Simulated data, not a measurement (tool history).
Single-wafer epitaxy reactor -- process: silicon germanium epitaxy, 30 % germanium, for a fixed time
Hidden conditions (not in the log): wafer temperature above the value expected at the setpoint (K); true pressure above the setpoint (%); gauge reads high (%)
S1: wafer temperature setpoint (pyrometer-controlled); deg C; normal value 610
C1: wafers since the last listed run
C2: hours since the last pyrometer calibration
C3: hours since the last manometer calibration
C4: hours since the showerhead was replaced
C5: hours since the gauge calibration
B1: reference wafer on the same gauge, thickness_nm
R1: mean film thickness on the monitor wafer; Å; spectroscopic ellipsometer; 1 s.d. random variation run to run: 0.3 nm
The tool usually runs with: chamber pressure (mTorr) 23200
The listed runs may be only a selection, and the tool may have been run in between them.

{"run": 1, "hour": 0.0, "S1": 610, "chamber pressure (mTorr)": 23200, "C1": 0, "C2": 2222.1, "C3": 2524.7, "C4": 2419.4, "C5": 356.2, "B1": 88.807, "R1": 703.68}
{"run": 2, "hour": 6.9, "S1": 610, "chamber pressure (mTorr)": 23200, "C1": 187, "C2": 2229, "C3": 2531.6, "C4": 2426.3, "C5": 363.1, "B1": 88.774, "R1": 705.35}
{"run": 3, "hour": 13.3, "S1": 610, "chamber pressure (mTorr)": 23200, "C1": 173, "C2": 2235.4, "C3": 2538, "C4": 2432.7, "C5": 369.5, "B1": 88.835, "R1": 706.46}
{"run": 4, "hour": 30.8, "S1": 610, "chamber pressure (mTorr)": 23200, "C1": 474, "C2": 2252.9, "C3": 2555.5, "C4": 2450.2, "C5": 387, "B1": 88.71, "R1": 705.58}
{"run": 5, "hour": 46.3, "S1": 610, "chamber pressure (mTorr)": 23200, "C1": 420, "C2": 2268.4, "C3": 2571, "C4": 2465.7, "C5": 402.5, "B1": 88.747, "R1": 708.09}
{"run": 6, "hour": 52.4, "S1": 610, "chamber pressure (mTorr)": 23200, "C1": 165, "C2": 2274.5, "C3": 2577.1, "C4": 2471.8, "C5": 408.6, "B1": 88.647, "R1": 706.66}
{"run": 7, "hour": 63.6, "S1": 610, "chamber pressure (mTorr)": 27200, "C1": 303, "C2": 2285.7, "C3": 2588.3, "C4": 2483, "C5": 419.8, "B1": 88.55, "R1": 771.76}
{"run": 8, "hour": 77.5, "S1": 610, "chamber pressure (mTorr)": 27200, "C1": 376, "C2": 2299.6, "C3": 2602.2, "C4": 2496.9, "C5": 433.7, "B1": 88.65, "R1": 765.96}
{"run": 9, "hour": 90.0, "S1": 599, "chamber pressure (mTorr)": 23200, "C1": 339, "C2": 2312.1, "C3": 2614.7, "C4": 2509.4, "C5": 446.2, "B1": 88.744, "R1": 593}
{"hour": 98.9, "done": "showerhead replaced"}
{"run": 10, "hour": 101.9, "S1": 610, "chamber pressure (mTorr)": 23200, "C1": 105, "C2": 2324, "C3": 2626.6, "C4": 3, "C5": 458.1, "B1": 88.63, "R1": 707.15}
{"run": 11, "hour": 113.2, "S1": 610, "chamber pressure (mTorr)": 18900, "C1": 306, "C2": 2335.3, "C3": 2637.9, "C4": 14.3, "C5": 469.4, "B1": 88.744, "R1": 624.91}
{"run": 12, "hour": 122.1, "S1": 610, "chamber pressure (mTorr)": 18900, "C1": 241, "C2": 2344.2, "C3": 2646.8, "C4": 23.2, "C5": 478.3, "B1": 88.651, "R1": 619.06}
{"run": 13, "hour": 137.8, "S1": 610, "chamber pressure (mTorr)": 23200, "C1": 425, "C2": 2359.9, "C3": 2662.5, "C4": 38.9, "C5": 494, "B1": 88.785, "R1": 697.57}
{"run": 14, "hour": 154.8, "S1": 619, "chamber pressure (mTorr)": 27400, "C1": 461, "C2": 2376.9, "C3": 2679.5, "C4": 55.9, "C5": 511, "B1": 88.784, "R1": 888.89}
{"run": 15, "hour": 167.0, "S1": 610, "chamber pressure (mTorr)": 27900, "C1": 330, "C2": 2389.1, "C3": 2691.7, "C4": 68.1, "C5": 523.2, "B1": 88.647, "R1": 780.19}
{"run": 16, "hour": 175.4, "S1": 610, "chamber pressure (mTorr)": 23200, "C1": 227, "C2": 2397.5, "C3": 2700.1, "C4": 76.5, "C5": 531.6, "B1": 88.629, "R1": 704.94}
{"hour": 184.5, "done": "gauge calibrated"}
{"run": 17, "hour": 190.2, "S1": 621, "chamber pressure (mTorr)": 26400, "C1": 401, "C2": 2412.3, "C3": 2714.9, "C4": 91.3, "C5": 5.7, "B1": 88.642, "R1": 898.93}
{"run": 18, "hour": 208.1, "S1": 610, "chamber pressure (mTorr)": 23200, "C1": 485, "C2": 2430.2, "C3": 2732.8, "C4": 109.2, "C5": 23.6, "B1": 88.722, "R1": 704.28}
{"run": 19, "hour": 217.5, "S1": 610, "chamber pressure (mTorr)": 23200, "C1": 254, "C2": 2439.6, "C3": 2742.2, "C4": 118.6, "C5": 33, "B1": 88.713, "R1": 700.8}
{"run": 20, "hour": 228.2, "S1": 614, "chamber pressure (mTorr)": 27200, "C1": 290, "C2": 2450.3, "C3": 2752.9, "C4": 129.3, "C5": 43.7, "B1": 88.696, "R1": 810.4}
{"run": 21, "hour": 238.7, "S1": 610, "chamber pressure (mTorr)": 23200, "C1": 284, "C2": 2460.8, "C3": 2763.4, "C4": 139.8, "C5": 54.2, "B1": 88.778, "R1": 695.53}
{"hour": 249.6, "done": "pyrometer calibrated"}
{"hour": 257.4, "done": "capacitance manometer re-zeroed and calibrated"}
{"run": 22, "hour": 257.9, "S1": 600, "chamber pressure (mTorr)": 20800, "C1": 91, "C2": 8.3, "C3": 0.5, "C4": 159, "C5": 73.4, "B1": 88.724, "R1": 631.57}
{"run": 23, "hour": 266.3, "S1": 610, "chamber pressure (mTorr)": 23200, "C1": 227, "C2": 16.7, "C3": 8.9, "C4": 167.4, "C5": 81.8, "B1": 88.758, "R1": 788.86}
{"run": 24, "hour": 278.3, "S1": 610, "chamber pressure (mTorr)": 23200, "C1": 325, "C2": 28.7, "C3": 20.9, "C4": 179.4, "C5": 93.8, "B1": 88.695, "R1": 789.78}
{"run": 25, "hour": 290.9, "S1": 601, "chamber pressure (mTorr)": 18000, "C1": 341, "C2": 41.3, "C3": 33.5, "C4": 192, "C5": 106.4, "B1": 88.663, "R1": 587.6}
{"run": 26, "hour": 305.4, "S1": 610, "chamber pressure (mTorr)": 19000, "C1": 393, "C2": 55.8, "C3": 48, "C4": 206.5, "C5": 120.9, "B1": 88.705, "R1": 702.93}
{"run": 27, "hour": 317.5, "S1": 610, "chamber pressure (mTorr)": 21400, "C1": 328, "C2": 67.9, "C3": 60.1, "C4": 218.6, "C5": 133, "B1": 88.695, "R1": 752.32}
{"run": 28, "hour": 330.0, "S1": 610, "chamber pressure (mTorr)": 20500, "C1": 339, "C2": 80.4, "C3": 72.6, "C4": 231.1, "C5": 145.5, "B1": 88.617, "R1": 731.49}
{"run": 29, "hour": 338.6, "S1": 620, "chamber pressure (mTorr)": 18500, "C1": 233, "C2": 89, "C3": 81.2, "C4": 239.7, "C5": 154.1, "B1": 88.685, "R1": 800.73}
{"run": 30, "hour": 349.7, "S1": 610, "chamber pressure (mTorr)": 23200, "C1": 301, "C2": 100.1, "C3": 92.3, "C4": 250.8, "C5": 165.2, "B1": 88.588, "R1": 793.87}
{"run": 31, "hour": 363.1, "S1": 610, "chamber pressure (mTorr)": 23200, "C1": 363, "C2": 113.5, "C3": 105.7, "C4": 264.2, "C5": 178.6, "B1": 88.658, "R1": 790.21}
{"run": 32, "hour": 375.3, "S1": 624, "chamber pressure (mTorr)": 20900, "C1": 330, "C2": 125.7, "C3": 117.9, "C4": 276.4, "C5": 190.8, "B1": 88.699, "R1": 916.33}
{"run": 33, "hour": 388.6, "S1": 622, "chamber pressure (mTorr)": 21200, "C1": 360, "C2": 139, "C3": 131.2, "C4": 289.7, "C5": 204.1, "B1": 88.663, "R1": 897.92}
{"run": 34, "hour": 401.9, "S1": 615, "chamber pressure (mTorr)": 27700, "C1": 360, "C2": 152.3, "C3": 144.5, "C4": 303, "C5": 217.4, "B1": 88.692, "R1": 939}

Here are 5 independent what-if runs from the current tool condition. What would each one return?
{"run": "A", "hour": 402.3, "S1": 610, "chamber pressure (mTorr)": 26000, "C1": 10, "C2": 152.7, "C3": 144.9, "C4": 303.4, "C5": 217.8, "B1": "?", "R1": "?"}
{"run": "B", "hour": 402.3, "S1": 620, "chamber pressure (mTorr)": 20400, "C1": 10, "C2": 152.7, "C3": 144.9, "C4": 303.4, "C5": 217.8, "B1": "?", "R1": "?"}
{"run": "C", "hour": 402.3, "S1": 610, "chamber pressure (mTorr)": 18700, "C1": 10, "C2": 152.7, "C3": 144.9, "C4": 303.4, "C5": 217.8, "B1": "?", "R1": "?"}
{"run": "D", "hour": 402.3, "S1": 606, "chamber pressure (mTorr)": 25200, "C1": 10, "C2": 152.7, "C3": 144.9, "C4": 303.4, "C5": 217.8, "B1": "?", "R1": "?"}
{"run": "E", "hour": 402.3, "S1": 605, "chamber pressure (mTorr)": 19900, "C1": 10, "C2": 152.7, "C3": 144.9, "C4": 303.4, "C5": 217.8, "B1": "?", "R1": "?"}

run=A B1=88.689 R1=844.13
run=B B1=88.689 R1=855.9
run=C B1=88.689 R1=693.11
run=D B1=88.689 R1=778.79
run=E B1=88.689 R1=666.48
Had the tool no hidden state, the same runs would have come out as:
run=A R1=847.42
run=B R1=859.17
run=C R1=695.81
run=D R1=781.85
run=E R1=669.11
